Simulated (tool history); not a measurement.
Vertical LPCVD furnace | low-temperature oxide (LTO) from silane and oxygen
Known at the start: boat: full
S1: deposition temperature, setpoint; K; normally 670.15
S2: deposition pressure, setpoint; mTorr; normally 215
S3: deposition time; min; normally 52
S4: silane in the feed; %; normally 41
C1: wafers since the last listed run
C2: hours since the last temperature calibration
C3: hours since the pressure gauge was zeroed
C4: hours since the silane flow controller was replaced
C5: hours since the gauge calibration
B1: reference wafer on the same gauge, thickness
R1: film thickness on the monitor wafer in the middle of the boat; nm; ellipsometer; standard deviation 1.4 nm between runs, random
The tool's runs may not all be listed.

run    hour      S1   S2    S3  S4    C1      C2      C3      C4     C5      B1      R1
  1       0  670.15  175    52  41     0    3148  3007.4  2665.3  196.8  435.29  385.27
  2   238.8  670.15  175    52  41  5080  3386.8  3246.2  2904.1  435.6  434.84  384.96
  3   288.7  670.15  215  66.5  41  1061  3436.7  3296.1    2954  485.5     435  604.23
  4   381.4  670.15  215    52  41  1972  3529.4  3388.8  3046.7  578.2  434.73  474.03
  5     441  670.15  225    52  41  1267    3589  3448.4  3106.3  637.8   434.4  495.61
  6   499.6  670.15  225    52  41  1246  3647.6    3507  3164.9  696.4   434.9   496.6
  7   582.6  670.15  225    52  41  1765  3730.6    3590  3247.9  779.4  434.99  492.01
  8   676.2  660.15  215    52  38  1991  3824.2  3683.6  3341.5    873  434.93  384.47
      723.1  -- gauge calibrated
  9   779.9  660.15  215    52  38  2206  3927.9  3787.3  3445.2   56.8  434.67  386.68
 10   822.1  660.15  215    52  38   897  3970.1  3829.5  3487.4     99  435.24  385.62
 11   885.7  670.15  215    52  41  1353  4033.7  3893.1    3551  162.6  434.67  475.05
      921.6  -- thermocouples replaced and temperature profile calibrated
 12   954.4  665.15  215    52  41   950    32.8  3961.8  3619.7  231.3  434.96  462.95
 13  1007.6  665.15  185    52  41  1131      86    4015  3672.9  284.5  435.25  395.84
       1050  -- pressure gauge zeroed
 14  1050.5  666.15  215  46.5  41   402   128.9     0.5  3715.8  327.4  435.44   415.7
 15  1091.7  670.15  245    52  41   876   170.1    41.7    3757  368.6     435  557.44
 16  1174.2  670.15  215    52  41  1755   252.6   124.2  3839.5  451.1  435.28  487.41
     1234.8  -- thermocouples replaced and temperature profile calibrated, repeated, since the last time left the tool worse
 17  1235.3  670.15  215    46  36   789     0.5   185.3  3900.6  512.2   435.7  345.16
     1287.7  -- silane flow controller replaced
 18  1335.2  670.15  185    34  43  1614   100.4   285.2    47.5  612.1  435.04  272.93
 19  1413.8  676.15  215    52  36  1672     179   363.8   126.1  690.7   434.7   422.5
 20  1492.7  681.15  180  58.5  46  1678   257.9   442.7     205  769.6  435.06  553.38
 21    1534  670.15  215    52  41   878   299.2     484   246.3  810.9  435.08  462.08
 22  1616.1  670.15  215    52  41  1746   381.3   566.1   328.4    893   435.3  466.56

Alternative continuations, all from the tool just after run 22; predict every row:
     1617.4  -- gauge calibrated
  A  1620.2  670.15  215    52  41  87  385.4  570.2  332.5  2.8   ?   ?
     1617.4  -- gauge calibrated
  B  1620.2  670.15  240    52  41  87  385.4  570.2  332.5  2.8   ?   ?
     1617.4  -- gauge calibrated
  C  1620.2  670.15  215    37  41  87  385.4  570.2  332.5  2.8   ?   ?
     1617.4  -- gauge calibrated
  D  1620.2  670.15  255  64.5  41  87  385.4  570.2  332.5  2.8   ?   ?

run      B1      R1
  A  434.72  466.33
  B  434.72  520.55
  C  434.72  331.81
  D  434.72  686.04
Without the tool's hidden state the same runs would have given:
run      R1
  A  464.07
  B  518.03
  C   330.2
  D  682.72
